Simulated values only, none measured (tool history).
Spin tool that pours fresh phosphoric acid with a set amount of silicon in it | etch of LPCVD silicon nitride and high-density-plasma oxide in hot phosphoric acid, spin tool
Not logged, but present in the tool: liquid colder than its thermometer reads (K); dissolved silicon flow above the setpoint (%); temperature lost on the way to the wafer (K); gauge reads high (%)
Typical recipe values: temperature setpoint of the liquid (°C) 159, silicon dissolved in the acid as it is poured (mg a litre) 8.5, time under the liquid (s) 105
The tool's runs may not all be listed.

run     day  temperature setpoint of the liquid (°C)  silicon dissolved in the acid as it is poured (mg a litre)  time under the liquid (s)  wafers since the last listed run  hours since the thermometer was replaced  hours since the dissolved silicon flow meter was replaced  hours since the heated supply line was repaired  hours since the gauge calibration  read-back film thickness of the LPCVD silicon nitride reference wafer, read on the same gauge (nm)  thickness taken off the LPCVD silicon nitride on a monitor wafer (Å)
  1       0                                      159                                                         8.5                         40                                 0                                     300.2                                                      475.3                                            691.9                             1571.3                                                                                                  60                                                                  28.4
  2   1.542                                      162                                                          13                         45                               285                                     337.2                                                      512.3                                            728.9                             1608.3                                                                                               60.02                                                                  35.3
      3.142  -- heated supply line repaired
  3   4.054                                    156.5                                                         8.5                        105                               457                                     397.5                                                      572.6                                             21.9                             1668.6                                                                                               59.98                                                                  70.6
  4   5.204                                      158                                                           5                         60                               212                                     425.1                                                      600.2                                             49.5                             1696.2                                                                                               60.01                                                                  42.5
  5   7.638                                      158                                                         8.5                         55                               450                                     483.5                                                      658.6                                            107.9                             1754.6                                                                                               59.99                                                                  38.8
  6   8.762                                      158                                                        14.5                         45                               208                                     510.5                                                      685.6                                            134.9                             1781.6                                                                                                  60                                                                  31.6
  7  10.462                                      159                                                          10                        105                               314                                     551.3                                                      726.4                                            175.7                             1822.4                                                                                               59.97                                                                  76.2
     10.758  -- dissolved silicon flow meter replaced
     11.508  -- gauge calibrated
  8  12.938                                      160                                                           4                         55                               450                                     610.7                                                       52.3                                            235.1                               34.3                                                                                               59.96                                                                  41.2
  9  14.308                                      159                                                         8.5                        105                               253                                     643.6                                                       85.2                                              268                               67.2                                                                                               60.03                                                                  76.3
 10  15.792                                    161.5                                                         8.5                        105                               274                                     679.2                                                      120.8                                            303.6                              102.8                                                                                               60.02                                                                  82.2
 11  17.046                                      158                                                         3.5                        145                               232                                     709.3                                                      150.9                                            333.7                              132.9                                                                                               60.01                                                                   101
 12  19.604                                      159                                                         8.5                        150                               473                                     770.7                                                      212.3                                            395.1                              194.3                                                                                               60.02                                                                 107.7
 13  21.921                                      159                                                         8.5                        105                               428                                     826.3                                                      267.9                                            450.7                              249.9                                                                                                  60                                                                  74.9
 14  23.188                                      159                                                         8.5                        105                               234                                     856.7                                                      298.3                                            481.1                              280.3                                                                                               60.02                                                                  74.8
 15  25.967                                    157.5                                                          13                        105                               514                                     923.4                                                        365                                            547.8                                347                                                                                               60.03                                                                  70.9
 16  27.983                                    157.5                                                         8.5                        105                               373                                     971.8                                                      413.4                                            596.2                              395.4                                                                                               60.01                                                                  70.7
 17  29.221                                    156.5                                                         8.5                        105                               229                                    1001.5                                                      443.1                                            625.9                              425.1                                                                                                  60                                                                  68.3
     30.688  -- thermometer replaced
 18  31.917                                      159                                                         8.5                        105                               491                                      29.5                                                      507.8                                            690.6                              489.8                                                                                               59.96                                                                  74.5
 19  33.362                                      159                                                          13                        105                               267                                      64.2                                                      542.5                                            725.3                              524.5                                                                                               60.03                                                                  74.4
     34.929  -- heated supply line repaired
 20  35.383                                      159                                                         8.5                        105                               366                                     112.7                                                        591                                             10.9                                573                                                                                               59.97                                                                  77.3

What differs in the tool's unlogged condition from the final listed run ahead of each entry between runs to the first listed run following it?
From run 2 to run 3: heated supply line repaired (day 3.142)
  temperature lost on the way to the wafer (K): 1.04 -> 0.0833
  measured minus no-state result, thickness taken off the LPCVD silicon nitride on a monitor wafer (Å): -1.2 -> -0.2
From run 7 to run 8: dissolved silicon flow meter replaced (day 10.758); gauge calibrated (day 11.508)
  temperature lost on the way to the wafer (K): 0.296 -> 0.378
  measured minus no-state result, thickness taken off the LPCVD silicon nitride on a monitor wafer (Å): -0.8 -> -0.5
From run 17 to run 18: thermometer replaced (day 30.688)
  temperature lost on the way to the wafer (K): 0.918 -> 1.01
  measured minus no-state result, thickness taken off the LPCVD silicon nitride on a monitor wafer (Å): -2.2 -> -2.6
From run 19 to run 20: heated supply line repaired (day 34.929)
  temperature lost on the way to the wafer (K): 1.06 -> 0.0621
  measured minus no-state result, thickness taken off the LPCVD silicon nitride on a monitor wafer (Å): -2.7 -> -0.1
